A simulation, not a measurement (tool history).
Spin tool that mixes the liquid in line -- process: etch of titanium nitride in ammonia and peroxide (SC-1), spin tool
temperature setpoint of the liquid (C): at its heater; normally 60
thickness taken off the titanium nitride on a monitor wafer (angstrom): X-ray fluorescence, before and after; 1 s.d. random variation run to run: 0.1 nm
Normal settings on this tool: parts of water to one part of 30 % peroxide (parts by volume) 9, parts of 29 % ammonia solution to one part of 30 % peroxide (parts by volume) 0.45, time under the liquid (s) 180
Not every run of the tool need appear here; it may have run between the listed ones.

| run | hour | temperature setpoint of the liquid (C) | parts of water to one part of 30 % peroxide (parts by volume) | parts of 29 % ammonia solution to one part of 30 % peroxide (parts by volume) | time under the liquid (s) | wafers since the last listed run | hours since the thermometer was replaced | hours since the ammonia flow meter was replaced | hours since the heated supply line was repaired | hours since the drum of ammonia solution was connected | hours since the gauge calibration | read-back film thickness of the titanium nitride reference wafer, read on the same gauge (nm) | thickness taken off the titanium nitride on a monitor wafer (angstrom) |
|---|---|---|---|---|---|---|---|---|---|---|---|---|---|
| 1 | 0 | 60 | 11.5 | 0.45 | 180 | 0 | 988.9 | 736.3 | 1355.7 | 221.9 | 1635.3 | 109.96 | 95.9 |
|  | 39.3 | heated supply line repaired |
| 2 | 45.5 | 60 | 9 | 0.45 | 180 | 374 | 1034.4 | 781.8 | 6.2 | 267.4 | 1680.8 | 109.99 | 121.8 |
| 3 | 137.9 | 60 | 9 | 0.45 | 180 | 778 | 1126.8 | 874.2 | 98.6 | 359.8 | 1773.2 | 110.01 | 120.8 |
| 4 | 201.1 | 60 | 9 | 0.45 | 180 | 532 | 1190 | 937.4 | 161.8 | 423 | 1836.4 | 109.96 | 119.4 |
| 5 | 239.6 | 60 | 9 | 0.45 | 180 | 324 | 1228.5 | 975.9 | 200.3 | 461.5 | 1874.9 | 109.96 | 119.8 |
|  | 261.3 | thermometer replaced |
| 6 | 295.8 | 60 | 9 | 0.45 | 180 | 464 | 34.5 | 1032.1 | 256.5 | 517.7 | 1931.1 | 109.98 | 118.2 |
| 7 | 372.3 | 60 | 9 | 0.45 | 215 | 644 | 111 | 1108.6 | 333 | 594.2 | 2007.6 | 109.99 | 142.6 |
|  | 390.7 | new drum of ammonia solution connected |
| 8 | 417.5 | 68 | 6.5 | 0.6 | 240 | 372 | 156.2 | 1153.8 | 378.2 | 26.8 | 2052.8 | 109.99 | 322.3 |
| 9 | 484.4 | 60 | 9 | 0.45 | 180 | 563 | 223.1 | 1220.7 | 445.1 | 93.7 | 2119.7 | 109.99 | 117.8 |
| 10 | 555.3 | 60 | 9 | 0.45 | 180 | 597 | 294 | 1291.6 | 516 | 164.6 | 2190.6 | 110 | 117 |
| 11 | 822.9 | 60 | 9 | 0.45 | 180 | 2253 | 561.6 | 1559.2 | 783.6 | 432.2 | 2458.2 | 110.01 | 113.3 |
|  | 840.7 | ammonia flow meter replaced |
|  | 896.1 | new drum of ammonia solution connected |
| 12 | 901.6 | 60 | 9 | 0.45 | 180 | 645 | 640.3 | 60.9 | 862.3 | 5.5 | 2536.9 | 109.99 | 113.3 |
| 13 | 957.2 | 60 | 12 | 0.3 | 180 | 468 | 695.9 | 116.5 | 917.9 | 61.1 | 2592.5 | 109.98 | 90.8 |
| 14 | 1062.5 | 60 | 9 | 0.45 | 180 | 886 | 801.2 | 221.8 | 1023.2 | 166.4 | 2697.8 | 110.01 | 110.8 |
| 15 | 1099.9 | 68.5 | 9 | 0.65 | 105 | 314 | 838.6 | 259.2 | 1060.6 | 203.8 | 2735.2 | 109.99 | 119.9 |
|  | 1166.1 | gauge calibrated |
| 16 | 1205.8 | 60 | 9 | 0.45 | 180 | 891 | 944.5 | 365.1 | 1166.5 | 309.7 | 39.7 | 110 | 112.6 |
| 17 | 1266 | 60 | 7 | 0.45 | 120 | 507 | 1004.7 | 425.3 | 1226.7 | 369.9 | 99.9 | 110.01 | 82.2 |
|  | 1313.8 | heated supply line repaired |
| 18 | 1368.4 | 60 | 13 | 0.35 | 220 | 853 | 1107.1 | 527.7 | 54.6 | 472.3 | 202.3 | 110.03 | 115.2 |
|  | 1418.5 | thermometer replaced |
| 19 | 1436 | 55 | 9 | 0.45 | 105 | 560 | 17.5 | 595.3 | 122.2 | 539.9 | 269.9 | 109.99 | 50.1 |
|  | 1522.8 | new drum of ammonia solution connected |
| 20 | 1534.5 | 60 | 9 | 0.45 | 180 | 821 | 116 | 693.8 | 220.7 | 11.7 | 368.4 | 109.97 | 120 |
| 21 | 1591.1 | 60 | 9 | 0.6 | 180 | 476 | 172.6 | 750.4 | 277.3 | 68.3 | 425 | 110.01 | 125 |
| 22 | 1683.2 | 60 | 10.5 | 0.35 | 180 | 775 | 264.7 | 842.5 | 369.4 | 160.4 | 517.1 | 110.02 | 103.2 |
| 23 | 1884.6 | 67.5 | 12 | 0.55 | 245 | 1696 | 466.1 | 1043.9 | 570.8 | 361.8 | 718.5 | 110 | 225.7 |
| 24 | 1967.4 | 60 | 9 | 0.45 | 180 | 697 | 548.9 | 1126.7 | 653.6 | 444.6 | 801.3 | 110 | 114.8 |

Some steps in thickness taken off the titanium nitride on a monitor wafer (angstrom) between neighbouring runs. How much of each would the tool show without its hidden state too (settings, what came in, random variation), and how much is left for the hidden state, with any gauge scatter that isn't in both results?
The tool's hidden condition here consists of: liquid hotter than its thermometer reads (K); ammonia flow above the setpoint (%); temperature lost on the way to the wafer (K); ammonia solution weaker than its label (%); gauge reads high (%).
Run 1 -> 2: parts of water to one part of 30 % peroxide (parts by volume) 11.5 -> 9, heated supply line repaired. thickness taken off the titanium nitride on a monitor wafer (angstrom) +25.9: hidden state +9.8, all else +16.1.
Run 7 -> 8: temperature setpoint of the liquid (C) 60 -> 68, parts of water to one part of 30 % peroxide (parts by volume) 9 -> 6.5, parts of 29 % ammonia solution to one part of 30 % peroxide (parts by volume) 0.45 -> 0.6, time under the liquid (s) 215 -> 240, new drum of ammonia solution connected. thickness taken off the titanium nitride on a monitor wafer (angstrom) +179.7: hidden state -6.3, all else +186.
Run 8 -> 9: temperature setpoint of the liquid (C) 68 -> 60, parts of water to one part of 30 % peroxide (parts by volume) 6.5 -> 9, parts of 29 % ammonia solution to one part of 30 % peroxide (parts by volume) 0.6 -> 0.45, time under the liquid (s) 240 -> 180. thickness taken off the titanium nitride on a monitor wafer (angstrom) -204.5: hidden state +6, all else -210.5.
Run 22 -> 23: temperature setpoint of the liquid (C) 60 -> 67.5, parts of water to one part of 30 % peroxide (parts by volume) 10.5 -> 12, parts of 29 % ammonia solution to one part of 30 % peroxide (parts by volume) 0.35 -> 0.55, time under the liquid (s) 180 -> 245. thickness taken off the titanium nitride on a monitor wafer (angstrom) +122.5: hidden state -7.8, all else +130.3.
